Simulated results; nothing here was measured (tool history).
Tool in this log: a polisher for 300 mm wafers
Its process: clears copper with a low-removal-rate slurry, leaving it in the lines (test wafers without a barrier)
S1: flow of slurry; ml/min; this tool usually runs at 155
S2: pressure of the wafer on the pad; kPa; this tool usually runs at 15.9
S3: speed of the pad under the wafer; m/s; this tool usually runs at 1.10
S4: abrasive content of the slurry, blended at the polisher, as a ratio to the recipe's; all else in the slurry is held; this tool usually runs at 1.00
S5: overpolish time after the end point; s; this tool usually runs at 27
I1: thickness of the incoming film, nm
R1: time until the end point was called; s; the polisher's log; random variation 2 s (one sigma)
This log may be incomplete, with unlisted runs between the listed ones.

run	hour	S1	S2	S3	S4	S5	I1	R1
1	0.0	155	15.9	1.10	1.00	27	410.8	158.6
# hour 3.2: head pressure recalibrated
2	16.0	155	15.9	1.10	1.00	27	408.4	158.9
3	22.6	155	15.9	1.10	1.00	27	414.8	162.2
4	40.1	155	15.9	1.10	1.00	27	406.8	156.2
5	50.9	155	15.9	1.10	1.00	27	405.5	155.9
6	57.2	155	15.9	1.10	1.00	27	414.1	162.4
# hour 71.6: slurry blender recalibrated
7	72.1	155	15.9	1.36	1.00	27	408.7	130.7
8	77.8	155	20.7	1.10	0.85	27	405.4	128.5
# hour 83.0: worn pad replaced by a new one
# hour 85.9: slurry nozzle cleaned
9	95.4	140	15.9	0.84	1.15	32	411.0	185.3
10	104.2	125	21.4	1.10	1.00	27	413.5	116.7
11	112.8	155	17.9	0.88	1.00	27	409.3	162.6
12	121.0	125	17.2	0.94	1.10	27	407.1	158.3
13	127.2	155	17.2	1.10	1.00	27	409.1	137.4
14	136.7	155	15.9	1.10	1.00	17	411.1	142.5
15	178.9	155	15.9	1.10	1.00	27	406.9	148.0
# hour 187.5: worn pad replaced by a new one
16	188.0	155	15.9	1.10	1.00	27	400.7	142.3
17	202.2	155	15.9	0.92	1.00	27	407.6	175.7
18	219.3	155	15.9	1.10	1.00	27	411.3	150.5
19	225.7	185	13.1	1.22	1.00	42	409.0	159.1
20	236.3	155	15.9	1.10	1.00	27	410.8	153.6
21	253.2	155	20.7	0.80	1.25	20	415.3	155.4
22	267.0	155	17.2	1.30	1.00	27	413.9	120.2
23	283.6	155	15.9	1.10	1.15	36	403.1	145.9
# hour 295.7: worn pad replaced by a new one
24	296.2	155	15.9	1.10	1.00	27	409.2	153.9
25	303.0	155	15.9	1.10	1.00	27	406.9	149.1
26	318.0	155	10.3	1.10	0.90	27	417.4	244.8
27	334.6	155	15.9	1.10	1.10	27	414.6	156.0

What if the next run were any one of these 5? Each begins from the tool's condition after run 27:
A	335.1	155	15.9	1.10	1.00	27	407.8	?
B	335.1	155	19.3	1.10	1.20	27	407.8	?
C	335.1	155	14.5	1.10	1.00	12	407.8	?
D	335.1	170	15.9	0.88	1.00	31	407.8	?
E	335.1	155	15.9	1.00	1.00	39	407.8	?

run	R1
A	155.7
B	123.7
C	170.0
D	190.4
E	171.2
Stripped of hidden state, with their random variation kept, the same runs would have yielded:
run	R1
A	142.9
B	113.5
C	156.1
D	175.9
E	157.2
